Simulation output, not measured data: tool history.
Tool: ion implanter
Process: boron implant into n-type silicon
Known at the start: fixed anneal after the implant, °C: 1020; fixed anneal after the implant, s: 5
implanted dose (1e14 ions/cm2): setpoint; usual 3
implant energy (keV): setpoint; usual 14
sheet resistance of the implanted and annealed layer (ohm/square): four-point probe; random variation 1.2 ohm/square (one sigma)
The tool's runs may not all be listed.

run	hour	implanted dose (1e14 ions/cm2)	implant energy (keV)	read-back reference wafer on the same gauge, sheet resistance	sheet resistance of the implanted and annealed layer (ohm/square)
1	0	3	14	352.77	330.02
2	31.9	3	14	352.13	329.04
3	51.7	2.77	11	351.89	361.43
4	76.6	2.77	11	352.14	363.83
5	110.5	2.69	10.5	352.16	374.38
6	124.7	2.69	10.5	352.46	374.53
7	142.2	2.69	10.5	352.25	374.22
8	168.8	3	14	352.48	332.19
9	188.2	3	14	351.64	331.03
10	211.7	3	14	351.57	329.42
11	245.4	3	14	352.21	332.24
12	280.8	3	14	352.39	332.88
13	313.7	3	14	351.62	332.26
14	338.6	3.26	14	351.69	307.55
15	359.2	3.26	14	351.75	307.71
16	389.4	3.26	14	351.81	310.6
17	417.2	3	14	351.85	331.84
18	437.4	3.72	11	351.91	287.49
# hour 458.1: Faraday cup replaced and dose calibrated
19	463.6	3	14	352.06	339.99
20	494.3	3	14	352	343.21
21	506.7	2.69	10.5	352.51	388.63
22	532.8	2.69	10.5	351.95	389.55
# hour 545.5: gauge calibrated
# hour 566.4: extraction supply calibrated
23	566.9	3.51	16.5	352.09	295.68
24	595.1	3	14	351.22	343.34
25	616.4	2.54	18	352.07	381.39
# hour 648.5: Faraday cup replaced and dose calibrated, repeated, since the last time left the tool worse
26	651.3	2.61	19	352.34	352.61
27	674.7	3.46	12	352.1	294.29
28	693.9	2.69	10.5	352.25	369.43
29	729.8	3.38	18	352.34	287.63
30	764.5	3	14	351.65	325.16
31	799.6	3	15.5	352.35	324.01
32	819	2.65	18.5	351.7	346.93
33	850	3.51	10.5	352.36	295.36
34	897.8	2.4	15.5	351.87	387.16
35	928.4	3.85	17.5	352.32	263.23
36	948.7	3	14	352.51	328.2

5 ways to go on from here, each from the tool as it stands after run 36. What would each give?
A	949.1	3	10.5	?	?
B	949.1	3.38	16.5	?	?
C	949.1	2.33	16.5	?	?
D	949.1	2.37	14	?	?
E	949.1	3.86	14	?	?

run	read-back reference wafer on the same gauge, sheet resistance	sheet resistance of the implanted and annealed layer (ohm/square)
A	351.73	340.82
B	351.73	293.16
C	351.73	396.11
D	351.73	398.94
E	351.73	267.7
Without the tool's hidden state the same runs would have given:
run	sheet resistance of the implanted and annealed layer (ohm/square)
A	338
B	290.84
C	392.93
D	395.72
E	265.55

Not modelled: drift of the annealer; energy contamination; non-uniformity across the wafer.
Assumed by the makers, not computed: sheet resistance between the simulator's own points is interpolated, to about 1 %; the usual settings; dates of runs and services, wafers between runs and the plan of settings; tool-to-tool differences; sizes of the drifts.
